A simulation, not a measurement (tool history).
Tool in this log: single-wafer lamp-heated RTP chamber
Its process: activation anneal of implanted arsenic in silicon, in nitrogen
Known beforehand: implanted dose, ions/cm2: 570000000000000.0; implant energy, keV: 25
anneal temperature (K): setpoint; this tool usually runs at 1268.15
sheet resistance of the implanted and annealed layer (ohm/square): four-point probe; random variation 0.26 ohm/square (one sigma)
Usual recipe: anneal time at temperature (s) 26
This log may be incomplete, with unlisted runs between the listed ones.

| run | hour | anneal temperature (K) | anneal time at temperature (s) | wafers since the last listed run | wafers since the last pyrometer calibration | wafers since the reflector plate was cleaned | hours since the gauge calibration | read-back reference wafer on the same gauge, sheet resistance | sheet resistance of the implanted and annealed layer (ohm/square) |
|---|---|---|---|---|---|---|---|---|---|
| 1 | 0.0 | 1245.15 | 26 | 0 | 1119 | 7114 | 413.3 | 143.04 | 178.32 |
| 2 | 16.9 | 1245.15 | 26 | 283 | 1402 | 7398 | 430.2 | 142.90 | 177.26 |
| 3 | 31.0 | 1245.15 | 26 | 236 | 1639 | 7634 | 444.3 | 143.03 | 177.60 |
| 4 | 92.9 | 1268.15 | 16 | 1038 | 2677 | 8672 | 506.2 | 143.08 | 177.03 |
|  | 107.1 | pyrometer window cleaned and pyrometer calibrated |
|  | 140.6 | gauge calibrated |
| 5 | 170.9 | 1268.15 | 26 | 1173 | 1069 | 9846 | 30.3 | 143.03 | 174.61 |
| 6 | 203.3 | 1268.15 | 26 | 543 | 1612 | 10390 | 62.7 | 143.05 | 173.57 |
| 7 | 222.6 | 1268.15 | 26 | 323 | 1936 | 10713 | 82.0 | 142.97 | 174.30 |
| 8 | 254.2 | 1268.15 | 26 | 529 | 2466 | 11243 | 113.6 | 143.02 | 173.62 |
|  | 332.2 | pyrometer window cleaned and pyrometer calibrated |
| 9 | 332.7 | 1268.15 | 17 | 1182 | 8 | 12426 | 192.1 | 142.96 | 177.17 |
| 10 | 346.9 | 1268.15 | 17 | 238 | 247 | 12664 | 206.3 | 143.02 | 177.44 |
| 11 | 381.1 | 1268.15 | 17 | 573 | 820 | 13237 | 240.5 | 143.04 | 177.01 |
| 12 | 412.8 | 1268.15 | 26 | 531 | 1352 | 13769 | 272.2 | 142.96 | 174.52 |
| 13 | 442.9 | 1268.15 | 26 | 504 | 1857 | 14274 | 302.3 | 143.01 | 173.57 |
| 14 | 464.9 | 1268.15 | 26 | 368 | 2226 | 14643 | 324.3 | 142.98 | 173.84 |
| 15 | 480.1 | 1244.15 | 15 | 254 | 2480 | 14898 | 339.5 | 143.02 | 178.90 |
| 16 | 493.8 | 1245.15 | 18 | 229 | 2710 | 15127 | 353.2 | 143.02 | 178.08 |
| 17 | 524.5 | 1239.15 | 19 | 514 | 3225 | 15642 | 383.9 | 143.00 | 178.46 |
|  | 534.2 | reflector plate cleaned |
|  | 536.6 | pyrometer window cleaned and pyrometer calibrated |
| 18 | 556.6 | 1252.15 | 37 | 363 | 335 | 335 | 416.0 | 142.99 | 175.98 |
| 19 | 589.1 | 1268.15 | 26 | 545 | 880 | 880 | 448.5 | 143.01 | 174.99 |
| 20 | 601.4 | 1268.15 | 26 | 206 | 1086 | 1086 | 460.8 | 143.00 | 175.50 |
| 21 | 624.9 | 1268.15 | 26 | 394 | 1480 | 1480 | 484.3 | 143.00 | 175.26 |
| 22 | 647.8 | 1244.15 | 26 | 384 | 1864 | 1864 | 507.2 | 143.04 | 177.30 |
|  | 730.1 | pyrometer window cleaned and pyrometer calibrated |
| 23 | 749.2 | 1260.15 | 39 | 1566 | 320 | 3431 | 608.6 | 142.95 | 174.27 |
|  | 767.4 | gauge calibrated |
| 24 | 848.7 | 1246.15 | 26 | 1668 | 1989 | 5099 | 81.3 | 142.98 | 177.17 |
| 25 | 878.4 | 1268.15 | 26 | 498 | 2487 | 5598 | 111.0 | 143.04 | 175.04 |
|  | 907.5 | pyrometer window cleaned and pyrometer calibrated |
| 26 | 910.0 | 1268.15 | 26 | 395 | 41 | 5993 | 142.6 | 143.01 | 175.56 |
| 27 | 938.9 | 1298.15 | 33 | 484 | 526 | 6478 | 171.5 | 143.00 | 170.28 |
| 28 | 966.8 | 1298.15 | 33 | 467 | 994 | 6946 | 199.4 | 143.00 | 169.84 |
| 29 | 989.8 | 1283.15 | 21 | 385 | 1379 | 7332 | 222.4 | 143.06 | 174.26 |

The logged runs with the hidden state left out (each run's random variation unchanged):
Hidden conditions of the tool in this case: true wafer temperature minus pyrometer reading, K; wafer temperature error from the tarnished reflector plate, K; gauge reads high (%).
| run | sheet resistance of the implanted and annealed layer (ohm/square) |
|---|---|
| 1 | 179.02 |
| 2 | 178.09 |
| 3 | 178.54 |
| 4 | 178.45 |
| 5 | 175.98 |
| 6 | 175.21 |
| 7 | 176.12 |
| 8 | 175.70 |
| 9 | 177.90 |
| 10 | 178.30 |
| 11 | 178.15 |
| 12 | 176.02 |
| 13 | 175.34 |
| 14 | 175.82 |
| 15 | 180.57 |
| 16 | 180.00 |
| 17 | 180.59 |
| 18 | 176.28 |
| 19 | 175.50 |
| 20 | 176.09 |
| 21 | 176.03 |
| 22 | 178.16 |
| 23 | 174.61 |
| 24 | 178.19 |
| 25 | 176.35 |
| 26 | 175.90 |
| 27 | 170.95 |
| 28 | 170.78 |
| 29 | 175.25 |

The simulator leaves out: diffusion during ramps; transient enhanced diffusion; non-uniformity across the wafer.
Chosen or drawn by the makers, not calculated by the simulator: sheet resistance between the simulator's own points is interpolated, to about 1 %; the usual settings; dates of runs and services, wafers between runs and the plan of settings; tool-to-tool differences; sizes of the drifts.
